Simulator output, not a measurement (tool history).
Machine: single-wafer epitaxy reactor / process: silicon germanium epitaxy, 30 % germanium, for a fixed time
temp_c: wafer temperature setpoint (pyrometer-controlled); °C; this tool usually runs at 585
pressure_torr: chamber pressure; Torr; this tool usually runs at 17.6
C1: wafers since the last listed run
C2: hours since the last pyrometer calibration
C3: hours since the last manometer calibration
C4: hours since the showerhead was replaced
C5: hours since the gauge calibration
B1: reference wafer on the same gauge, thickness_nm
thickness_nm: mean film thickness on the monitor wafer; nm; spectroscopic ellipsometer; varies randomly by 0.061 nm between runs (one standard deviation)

Run 1, hour 0: usual settings but pressure_torr 15.4 Torr; C1 0; C2 901.3; C3 1965.9; C4 3745.1; C5 26.5; B1 35.492. Result: thickness_nm 40.272 nm.
Run 2, hour 67.4: usual settings but pressure_torr 15.4 Torr; C1 1278; C2 968.7; C3 2033.3; C4 3812.5; C5 93.9; B1 35.499. Result: thickness_nm 40.205 nm.
Run 3, hour 92.2: usual settings but pressure_torr 15.4 Torr; C1 470; C2 993.5; C3 2058.1; C4 3837.3; C5 118.7; B1 35.507. Result: thickness_nm 40.269 nm.
Run 4, hour 156.3: usual settings but temp_c 579 °C, pressure_torr 18.8 Torr; C1 1216; C2 1057.6; C3 2122.2; C4 3901.4; C5 182.8; B1 35.495. Result: thickness_nm 36.884 nm.
Run 5, hour 225.4: usual settings but temp_c 577 °C; C1 1311; C2 1126.7; C3 2191.3; C4 3970.5; C5 251.9; B1 35.512. Result: thickness_nm 34.919 nm.
At hour 239.1: showerhead replaced.
Run 6, hour 280.7: usual settings but temp_c 577 °C; C1 897; C2 1182; C3 2246.6; C4 41.6; C5 307.2; B1 35.497. Result: thickness_nm 34.863 nm.
Run 7, hour 306: usual settings but temp_c 577 °C; C1 480; C2 1207.3; C3 2271.9; C4 66.9; C5 332.5; B1 35.507. Result: thickness_nm 34.975 nm.
At hour 334.2: capacitance manometer re-zeroed and calibrated.
Run 8, hour 334.7: usual settings but temp_c 575 °C, pressure_torr 15.1 Torr; C1 392; C2 1236; C3 0.5; C4 95.6; C5 361.2; B1 35.508. Result: thickness_nm 32.53 nm.
At hour 367.5: pyrometer calibrated.
Run 9, hour 383.4: usual settings but temp_c 580 °C, pressure_torr 20.7 Torr; C1 772; C2 15.9; C3 49.2; C4 144.3; C5 409.9; B1 35.506. Result: thickness_nm 37.929 nm.
At hour 384.5: gauge calibrated.
Run 10, hour 414.6: usual settings but temp_c 580 °C, pressure_torr 15 Torr; C1 592; C2 47.1; C3 80.4; C4 175.5; C5 30.1; B1 35.493. Result: thickness_nm 35.477 nm.
Run 11, hour 446.5: usual settings but pressure_torr 22 Torr; C1 605; C2 79; C3 112.3; C4 207.4; C5 62; B1 35.499. Result: thickness_nm 42.875 nm.
Run 12, hour 492.5: usual settings but temp_c 580 °C, pressure_torr 20.3 Torr; C1 872; C2 125; C3 158.3; C4 253.4; C5 108; B1 35.512. Result: thickness_nm 37.809 nm.
Run 13, hour 559.7: usual settings but temp_c 580 °C, pressure_torr 15 Torr; C1 1275; C2 192.2; C3 225.5; C4 320.6; C5 175.2; B1 35.495. Result: thickness_nm 35.568 nm.
Run 14, hour 586.5: usual settings but temp_c 592 °C, pressure_torr 14.7 Torr; C1 508; C2 219; C3 252.3; C4 347.4; C5 202; B1 35.511. Result: thickness_nm 45.831 nm.
Run 15, hour 652.4: usual settings; C1 1250; C2 284.9; C3 318.2; C4 413.3; C5 267.9; B1 35.506. Result: thickness_nm 40.834 nm.

Describe how what the log doesn't record of the tool's condition differs between the last listed run preceding each entry between runs and the first listed run following it.
Runs 5 to 6: showerhead replaced (hour 239.1)
  wafer temperature above the value expected at the setpoint (K): 0.616 -> 0.67
  measured less the result without the state, thickness_nm: +0.465 -> +0.505 nm
Runs 7 to 8: capacitance manometer re-zeroed and calibrated (hour 334.2)
  wafer temperature above the value expected at the setpoint (K): 0.696 -> 0.726
  measured less the result without the state, thickness_nm: +0.526 -> +0.513 nm
Runs 8 to 9: pyrometer calibrated (hour 367.5)
  wafer temperature above the value expected at the setpoint (K): 0.726 -> -0.0661
  measured less the result without the state, thickness_nm: +0.513 -> -0.054 nm
Runs 9 to 10: gauge calibrated (hour 384.5)
  wafer temperature above the value expected at the setpoint (K): -0.0661 -> -0.0653
  measured less the result without the state, thickness_nm: -0.054 -> -0.05 nm
